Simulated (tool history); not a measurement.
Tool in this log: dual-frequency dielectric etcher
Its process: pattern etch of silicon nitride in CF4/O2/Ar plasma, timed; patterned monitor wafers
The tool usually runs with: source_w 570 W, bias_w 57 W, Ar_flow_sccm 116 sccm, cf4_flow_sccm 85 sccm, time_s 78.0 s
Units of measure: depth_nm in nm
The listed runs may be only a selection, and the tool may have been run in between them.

run,hour,source_w,bias_w,Ar_flow_sccm,cf4_flow_sccm,time_s,wafers since the last listed run,hours since the last wet clean,hours since the last source power generator calibration,hours since the last bias power generator calibration,hours since the last Ar flow controller change,hours since the last CF4 flow controller change,hours since the last upper electrode change,hours since the gauge calibration,"read-back reference wafer on the same gauge, depth_nm",depth_nm
1,0.0,570,57,116,85,78.0,0,334.9,1163.3,908.4,139.0,858.0,44.7,1179.1,151.9,154.4
# hour 56.5: gauge calibrated
2,67.2,570,57,134,85,88.0,590,402.1,1230.5,975.6,206.2,925.2,111.9,10.7,152.1,170.7
3,105.0,570,47,144,74,95.0,332,439.9,1268.3,1013.4,244.0,963.0,149.7,48.5,152.1,160.6
# hour 138.0: wet clean of the chamber
4,185.2,570,57,116,66,78.0,493,47.2,1348.5,1093.6,324.2,1043.2,229.9,128.7,152.0,147.7
5,212.7,490,53,116,85,78.0,241,74.7,1376.0,1121.1,351.7,1070.7,257.4,156.2,151.6,133.4
6,380.1,570,57,130,85,78.0,1470,242.1,1543.4,1288.5,519.1,1238.1,424.8,323.6,152.0,152.1
7,450.3,640,57,142,85,78.0,616,312.3,1613.6,1358.7,589.3,1308.3,495.0,393.8,152.1,167.6
# hour 462.2: source power generator calibrated
8,519.2,520,57,116,85,55.5,570,381.2,57.0,1427.6,658.2,1377.2,563.9,462.7,152.0,104.7
9,594.9,570,45,89,85,63.5,664,456.9,132.7,1503.3,733.9,1452.9,639.6,538.4,152.0,118.9
# hour 671.6: wet clean of the chamber
10,704.5,570,57,88,85,92.0,751,32.9,242.3,1612.9,843.5,1562.5,749.2,648.0,151.8,191.1
11,750.5,570,70,116,85,78.0,404,78.9,288.3,1658.9,889.5,1608.5,795.2,694.0,152.5,172.8
12,787.0,570,57,128,85,78.0,320,115.4,324.8,1695.4,926.0,1645.0,831.7,730.5,151.8,153.5
# hour 813.9: CF4 flow controller replaced
# hour 822.0: bias power generator calibrated
13,822.5,680,57,116,96,78.0,223,150.9,360.3,0.5,961.5,8.6,867.2,766.0,152.1,185.3
14,855.5,530,67,116,85,71.5,289,183.9,393.3,33.5,994.5,41.6,900.2,799.0,151.8,147.3
15,899.6,570,57,116,85,78.0,387,228.0,437.4,77.6,1038.6,85.7,944.3,843.1,151.8,155.6
16,1039.7,470,57,106,85,90.5,1230,368.1,577.5,217.7,1178.7,225.8,1084.4,983.2,152.1,156.6
17,1077.9,570,57,116,85,78.0,335,406.3,615.7,255.9,1216.9,264.0,1122.6,1021.4,152.5,156.1
18,1116.7,570,57,116,85,78.0,340,445.1,654.5,294.7,1255.7,302.8,1161.4,1060.2,151.9,154.6
19,1178.5,570,57,116,85,78.0,542,506.9,716.3,356.5,1317.5,364.6,1223.2,1122.0,151.5,155.6
20,1206.1,570,61,116,71,78.0,242,534.5,743.9,384.1,1345.1,392.2,1250.8,1149.6,151.8,154.9
# hour 1253.4: wet clean of the chamber
21,1264.4,570,57,134,85,88.0,301,11.0,802.2,442.4,1403.4,450.5,1309.1,1207.9,152.3,172.0

Branching from run 21: 4 alternative next runs. What would each branch give?
A,1264.8,650,57,116,85,78.0,3,11.4,802.6,442.8,1403.8,450.9,1309.5,1208.3,?,?
B,1264.8,440,57,101,103,78.0,3,11.4,802.6,442.8,1403.8,450.9,1309.5,1208.3,?,?
C,1264.8,570,57,134,85,98.5,3,11.4,802.6,442.8,1403.8,450.9,1309.5,1208.3,?,?
D,1264.8,460,67,139,85,55.5,3,11.4,802.6,442.8,1403.8,450.9,1309.5,1208.3,?,?

run,"read-back reference wafer on the same gauge, depth_nm",depth_nm
A,151.9,172.8
B,151.9,133.0
C,151.9,193.2
D,151.9,99.9
With no hidden state in the tool, these same runs would have given:
run,depth_nm
A,178.9
B,137.7
C,199.9
D,103.3

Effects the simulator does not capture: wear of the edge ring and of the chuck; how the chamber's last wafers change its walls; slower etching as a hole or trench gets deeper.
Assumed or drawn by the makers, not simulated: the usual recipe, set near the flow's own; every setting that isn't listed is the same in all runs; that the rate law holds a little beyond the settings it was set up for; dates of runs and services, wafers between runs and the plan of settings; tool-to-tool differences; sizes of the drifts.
